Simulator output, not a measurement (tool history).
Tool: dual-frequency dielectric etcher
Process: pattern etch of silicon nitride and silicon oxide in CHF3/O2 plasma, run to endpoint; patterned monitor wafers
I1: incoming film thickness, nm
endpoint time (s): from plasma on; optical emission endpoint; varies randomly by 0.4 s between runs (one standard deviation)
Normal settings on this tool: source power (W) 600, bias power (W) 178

Run 1, hour 0.0: usual settings; I1 211.3. Result: endpoint time (s) 136.9.
Run 2, hour 28.7: usual settings; I1 208.9. Result: endpoint time (s) 135.6.
Run 3, hour 98.9: usual settings; I1 209.8. Result: endpoint time (s) 136.2.
At hour 152.2: wet clean of the chamber.
Run 4, hour 152.7: usual settings; I1 210.8. Result: endpoint time (s) 134.8.
Run 5, hour 219.7: usual settings; I1 209.4. Result: endpoint time (s) 134.4.
At hour 277.2: upper electrode replaced.
Run 6, hour 278.3: usual settings; I1 211.0. Result: endpoint time (s) 135.2.
Run 7, hour 336.9: usual settings; I1 211.6. Result: endpoint time (s) 136.2.
Run 8, hour 389.7: usual settings but source power (W) 490, bias power (W) 218; I1 209.9. Result: endpoint time (s) 135.1.
At hour 409.2: bias power generator calibrated.
At hour 417.1: source power generator calibrated.
Run 9, hour 458.9: usual settings; I1 209.7. Result: endpoint time (s) 135.8.
Run 10, hour 497.0: usual settings; I1 208.5. Result: endpoint time (s) 134.3.
At hour 586.6: wet clean of the chamber.
Run 11, hour 622.7: usual settings but source power (W) 490; I1 208.3. Result: endpoint time (s) 143.3.
Run 12, hour 681.3: usual settings but source power (W) 510, bias power (W) 209; I1 208.7. Result: endpoint time (s) 133.5.
Run 13, hour 752.1: usual settings but source power (W) 650, bias power (W) 167; I1 211.5. Result: endpoint time (s) 134.6.
Run 14, hour 810.2: usual settings; I1 208.7. Result: endpoint time (s) 133.8.
Run 15, hour 835.3: usual settings but source power (W) 680, bias power (W) 159; I1 212.1. Result: endpoint time (s) 135.9.

Here are 3 independent what-if runs from the current tool condition. What would each one return?
Run A, hour 835.8: usual settings but bias power (W) 148; I1 210.6. Result: endpoint time (s) ?.
Run B, hour 835.8: usual settings but source power (W) 530, bias power (W) 165; I1 210.6. Result: endpoint time (s) ?.
Run C, hour 835.8: usual settings but source power (W) 480, bias power (W) 207; I1 210.6. Result: endpoint time (s) ?.

run  endpoint time (s)
  A              145.4
  B              146.4
  C              139.0
What these runs would have given with no unlogged condition in the tool:
run  endpoint time (s)
  A              144.3
  B              145.3
  C              138.0
